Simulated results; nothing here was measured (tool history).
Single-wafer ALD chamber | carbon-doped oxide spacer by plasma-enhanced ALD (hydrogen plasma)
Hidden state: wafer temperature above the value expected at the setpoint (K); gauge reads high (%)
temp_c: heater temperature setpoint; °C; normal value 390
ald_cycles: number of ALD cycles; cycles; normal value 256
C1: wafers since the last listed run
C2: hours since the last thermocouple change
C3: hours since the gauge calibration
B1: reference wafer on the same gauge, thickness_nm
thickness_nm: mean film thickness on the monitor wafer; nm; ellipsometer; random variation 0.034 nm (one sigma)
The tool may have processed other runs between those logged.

{"run": 1, "hour": 0.0, "temp_c": 390, "ald_cycles": 256, "C1": 0, "C2": 1647.1, "C3": 159.7, "B1": 13.275, "thickness_nm": 13.367}
{"run": 2, "hour": 13.2, "temp_c": 390, "ald_cycles": 256, "C1": 26, "C2": 1660.3, "C3": 172.9, "B1": 13.264, "thickness_nm": 13.397}
{"run": 3, "hour": 26.5, "temp_c": 390, "ald_cycles": 256, "C1": 26, "C2": 1673.6, "C3": 186.2, "B1": 13.276, "thickness_nm": 13.386}
{"run": 4, "hour": 62.3, "temp_c": 390, "ald_cycles": 256, "C1": 72, "C2": 1709.4, "C3": 222.0, "B1": 13.271, "thickness_nm": 13.444}
{"run": 5, "hour": 80.4, "temp_c": 390, "ald_cycles": 256, "C1": 36, "C2": 1727.5, "C3": 240.1, "B1": 13.257, "thickness_nm": 13.407}
{"run": 6, "hour": 101.4, "temp_c": 390, "ald_cycles": 240, "C1": 42, "C2": 1748.5, "C3": 261.1, "B1": 13.247, "thickness_nm": 12.523}
{"run": 7, "hour": 198.3, "temp_c": 390, "ald_cycles": 240, "C1": 196, "C2": 1845.4, "C3": 358.0, "B1": 13.23, "thickness_nm": 12.48}
{"run": 8, "hour": 232.2, "temp_c": 390, "ald_cycles": 240, "C1": 68, "C2": 1879.3, "C3": 391.9, "B1": 13.211, "thickness_nm": 12.547}
{"run": 9, "hour": 261.3, "temp_c": 390, "ald_cycles": 292, "C1": 58, "C2": 1908.4, "C3": 421.0, "B1": 13.194, "thickness_nm": 15.199}
{"run": 10, "hour": 291.8, "temp_c": 390, "ald_cycles": 256, "C1": 61, "C2": 1938.9, "C3": 451.5, "B1": 13.175, "thickness_nm": 13.315}
{"run": 11, "hour": 309.9, "temp_c": 390, "ald_cycles": 217, "C1": 36, "C2": 1957.0, "C3": 469.6, "B1": 13.174, "thickness_nm": 11.324}
{"run": 12, "hour": 344.4, "temp_c": 390, "ald_cycles": 217, "C1": 69, "C2": 1991.5, "C3": 504.1, "B1": 13.141, "thickness_nm": 11.277}
{"run": 13, "hour": 373.9, "temp_c": 390, "ald_cycles": 256, "C1": 59, "C2": 2021.0, "C3": 533.6, "B1": 13.128, "thickness_nm": 13.272}
{"run": 14, "hour": 396.9, "temp_c": 390, "ald_cycles": 256, "C1": 46, "C2": 2044.0, "C3": 556.6, "B1": 13.13, "thickness_nm": 13.24}
{"run": 15, "hour": 409.9, "temp_c": 397, "ald_cycles": 216, "C1": 26, "C2": 2057.0, "C3": 569.6, "B1": 13.12, "thickness_nm": 11.129}
{"run": 16, "hour": 443.4, "temp_c": 390, "ald_cycles": 240, "C1": 67, "C2": 2090.5, "C3": 603.1, "B1": 13.085, "thickness_nm": 12.445}
{"run": 17, "hour": 467.6, "temp_c": 390, "ald_cycles": 285, "C1": 48, "C2": 2114.7, "C3": 627.3, "B1": 13.086, "thickness_nm": 14.692}
{"run": 18, "hour": 480.7, "temp_c": 390, "ald_cycles": 256, "C1": 26, "C2": 2127.8, "C3": 640.4, "B1": 13.065, "thickness_nm": 13.157}
{"run": 19, "hour": 492.9, "temp_c": 378, "ald_cycles": 231, "C1": 24, "C2": 2140.0, "C3": 652.6, "B1": 13.062, "thickness_nm": 11.906}
{"hour": 514.6, "done": "gauge calibrated"}
{"run": 20, "hour": 517.6, "temp_c": 402, "ald_cycles": 256, "C1": 49, "C2": 2164.7, "C3": 3.0, "B1": 13.304, "thickness_nm": 13.401}
{"run": 21, "hour": 552.7, "temp_c": 383, "ald_cycles": 216, "C1": 71, "C2": 2199.8, "C3": 38.1, "B1": 13.325, "thickness_nm": 11.274}
{"hour": 569.9, "done": "thermocouple changed; heater temperature recalibrated"}
{"run": 22, "hour": 588.3, "temp_c": 394, "ald_cycles": 282, "C1": 55, "C2": 18.4, "C3": 73.7, "B1": 13.299, "thickness_nm": 14.851}
{"run": 23, "hour": 624.2, "temp_c": 390, "ald_cycles": 256, "C1": 72, "C2": 54.3, "C3": 109.6, "B1": 13.314, "thickness_nm": 13.491}
{"run": 24, "hour": 636.9, "temp_c": 394, "ald_cycles": 232, "C1": 25, "C2": 67.0, "C3": 122.3, "B1": 13.307, "thickness_nm": 12.155}
{"run": 25, "hour": 668.9, "temp_c": 380, "ald_cycles": 256, "C1": 64, "C2": 99.0, "C3": 154.3, "B1": 13.308, "thickness_nm": 13.459}
{"run": 26, "hour": 686.2, "temp_c": 390, "ald_cycles": 307, "C1": 35, "C2": 116.3, "C3": 171.6, "B1": 13.297, "thickness_nm": 16.056}
{"run": 27, "hour": 712.8, "temp_c": 377, "ald_cycles": 230, "C1": 53, "C2": 142.9, "C3": 198.2, "B1": 13.286, "thickness_nm": 12.047}

Hidden condition of the tool, last listed run before each entry between runs versus first listed run after:
From run 19 to run 20: gauge calibrated (hour 514.6)
  gauge reads high (%): -1.82 -> 0.128
  the result without the hidden state subtracted from the measured one, thickness_nm: -0.220 -> +0.017 nm
From run 21 to run 22: thermocouple changed; heater temperature recalibrated (hour 569.9)
  gauge reads high (%): 0.122 -> 0.105
  the result without the hidden state subtracted from the measured one, thickness_nm: +0.014 -> +0.016 nm
